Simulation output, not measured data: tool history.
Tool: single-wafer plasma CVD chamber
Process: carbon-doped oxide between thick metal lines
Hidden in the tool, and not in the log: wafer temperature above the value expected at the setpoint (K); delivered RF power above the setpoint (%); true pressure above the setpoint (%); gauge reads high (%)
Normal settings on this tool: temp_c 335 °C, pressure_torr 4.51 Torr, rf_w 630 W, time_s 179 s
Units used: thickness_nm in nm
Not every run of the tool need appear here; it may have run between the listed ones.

run	hour	temp_c	pressure_torr	rf_w	time_s	wafers since the last listed run	hours since the last thermocouple change	hours since the last RF generator calibration	hours since the last manometer calibration	hours since the showerhead was replaced	hours since the gauge calibration	read-back reference wafer on the same gauge, thickness_nm	thickness_nm
1	0	335	4.51	595	179	0	1618.1	1128.1	1754.1	3404	783.2	1131.165	969.087
2	32.3	335	4.51	630	179	362	1650.4	1160.4	1786.4	3436.3	815.5	1129.633	1004.452
3	54.4	335	4.51	630	179	248	1672.5	1182.5	1808.5	3458.4	837.6	1130.675	1002.912
4	68.9	335	4.51	630	179	162	1687	1197	1823	3472.9	852.1	1130.359	1004.289
5	91.6	335	4.51	630	179	255	1709.7	1219.7	1845.7	3495.6	874.8	1130.389	1000.239
6	121.4	347	4.51	630	179	334	1739.5	1249.5	1875.5	3525.4	904.6	1130.609	971.453
# hour 141.8: gauge calibrated
7	152.8	347	4.51	630	179	352	1770.9	1280.9	1906.9	3556.8	11	1130.299	966.235
8	170.4	347	4.51	630	179	197	1788.5	1298.5	1924.5	3574.4	28.6	1130.497	965.834
9	201.4	335	4.51	565	179	348	1819.5	1329.5	1955.5	3605.4	59.6	1129.514	927.632
10	225.2	335	4.51	565	179	267	1843.3	1353.3	1979.3	3629.2	83.4	1129.584	927.52
# hour 239.9: RF generator calibrated
11	246.6	330	4.51	630	179	150	1864.7	6.7	2000.7	3650.6	104.8	1129.52	1042.438
12	261.4	335	4.51	630	179	166	1879.5	21.5	2015.5	3665.4	119.6	1130.228	1027.913
13	288.3	335	4.51	630	158	302	1906.4	48.4	2042.4	3692.3	146.5	1129.279	908.799
# hour 300: thermocouple changed; heater temperature recalibrated
14	302.8	335	5.34	575	179	73	2.8	62.9	2056.9	3706.8	161	1131.059	964.533
15	321.2	335	4.51	630	179	206	21.2	81.3	2075.3	3725.2	179.4	1129.665	1014.106
16	333.7	330	3.64	715	198	140	33.7	93.8	2087.8	3737.7	191.9	1130.114	1214.612
17	363	335	4.51	630	157	329	63	123.1	2117.1	3767	221.2	1129.495	892.366
# hour 381.6: capacitance manometer re-zeroed and calibrated
18	382.1	349	4.81	560	179	124	82.1	142.2	0.5	3786.1	240.3	1130.121	907.319
# hour 400.8: showerhead replaced
19	413.3	346	4.51	720	161	260	113.3	173.4	31.7	12.5	271.5	1130.434	965.246
20	448.8	349	4.81	560	179	398	148.8	208.9	67.2	48	307	1130.107	905.266
21	464.9	321	4.51	630	158	180	164.9	225	83.3	64.1	323.1	1130.207	930.94
22	488.1	339	3.65	680	157	260	188.1	248.2	106.5	87.3	346.3	1130.225	911.67
23	518.2	335	4.51	630	179	338	218.2	278.3	136.6	117.4	376.4	1130.282	1013.934
24	541.3	335	4.51	630	179	259	241.3	301.4	159.7	140.5	399.5	1129.742	1013.488
25	562.7	349	4.81	560	179	240	262.7	322.8	181.1	161.9	420.9	1130.16	906.095
26	588	335	4.51	595	179	284	288	348.1	206.4	187.2	446.2	1130.341	972.125
27	612.4	335	5.6	630	203	274	312.4	372.5	230.8	211.6	470.6	1130.091	1165.897

Here are 5 independent what-if runs from the current tool condition. What would each one return?
A	612.8	335	4.51	630	179	4	312.8	372.9	231.2	212	471	?	?
B	612.8	335	5.33	540	179	4	312.8	372.9	231.2	212	471	?	?
C	612.8	335	5.3	705	161	4	312.8	372.9	231.2	212	471	?	?
D	612.8	326	4.51	630	179	4	312.8	372.9	231.2	212	471	?	?
E	612.8	349	5.46	630	198	4	312.8	372.9	231.2	212	471	?	?

run	read-back reference wafer on the same gauge, thickness_nm	thickness_nm
A	1130.355	1010.279
B	1130.355	922.029
C	1130.355	990.771
D	1130.355	1037.919
E	1130.355	1092.742
What these runs would have given with no unlogged condition in the tool:
run	thickness_nm
A	1015.949
B	927.371
C	996.172
D	1043.742
E	1098.878

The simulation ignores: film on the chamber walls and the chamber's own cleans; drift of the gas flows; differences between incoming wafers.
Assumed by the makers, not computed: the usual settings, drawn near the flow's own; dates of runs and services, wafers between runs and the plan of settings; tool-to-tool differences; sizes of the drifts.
